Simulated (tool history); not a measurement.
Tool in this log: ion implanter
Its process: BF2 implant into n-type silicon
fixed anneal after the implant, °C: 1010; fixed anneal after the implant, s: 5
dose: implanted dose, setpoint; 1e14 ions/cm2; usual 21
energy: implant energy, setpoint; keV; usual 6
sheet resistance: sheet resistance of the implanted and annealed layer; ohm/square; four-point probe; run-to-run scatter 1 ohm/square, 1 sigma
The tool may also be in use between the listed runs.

run    hour   dose  energy  read-back reference wafer on the same gauge, sheet resistance  sheet resistance
  1       0  23.48       6                                                         347.91            313.66
  2   118.2  23.48       6                                                         347.79            313.81
  3   218.7  23.48       6                                                         347.75            313.92
  4   290.1  18.08     7.5                                                         348.04            294.15
  5   387.8  18.08     7.5                                                         348.06            291.01
      421.2  -- Faraday cup replaced and dose calibrated
  6   433.7     21       6                                                         347.79            316.99
  7   526.1     21       6                                                         348.16            317.98
  8   616.8     21       6                                                         347.82            317.91
  9   685.1  23.43       6                                                         348.16             311.9
      710.6  -- gauge calibrated
 10   784.9  23.43       6                                                         348.11            311.97
 11   853.4  23.43       6                                                         347.98            311.94
 12   932.8  25.85     4.5                                                         347.93            351.96
 13   984.2  25.85     4.5                                                         347.97            351.67
 14  1072.3  16.19       6                                                         348.13            324.09
     1081.5  -- Faraday cup replaced and dose calibrated
 15  1158.7  16.19       6                                                         348.12            324.37
 16  1196.9  19.17       5                                                         347.81            344.43
     1320.6  -- extraction supply calibrated
 17  1348.7     21       6                                                         348.03            319.17
 18    1444     21       5                                                         348.04            345.53
 19  1495.5     21       6                                                         347.81            319.52
 20    1532  17.94       6                                                         348.22            324.43
 21  1633.7   16.1       5                                                         347.83            354.15
 22  1679.3  18.47       4                                                         347.92            382.77

Forecast run 23:
     1706.3  -- Faraday cup replaced and dose calibrated
 23  1719.4  17.98       5                                                              ?                 ?

Logged for run 23: read-back reference wafer on the same gauge, sheet resistance 348.04, sheet resistance 351.08 ohm/square.
Take away the tool's hidden state, keep the run-to-run variation as it was, and the same run would have given sheet resistance 351.68 ohm/square.
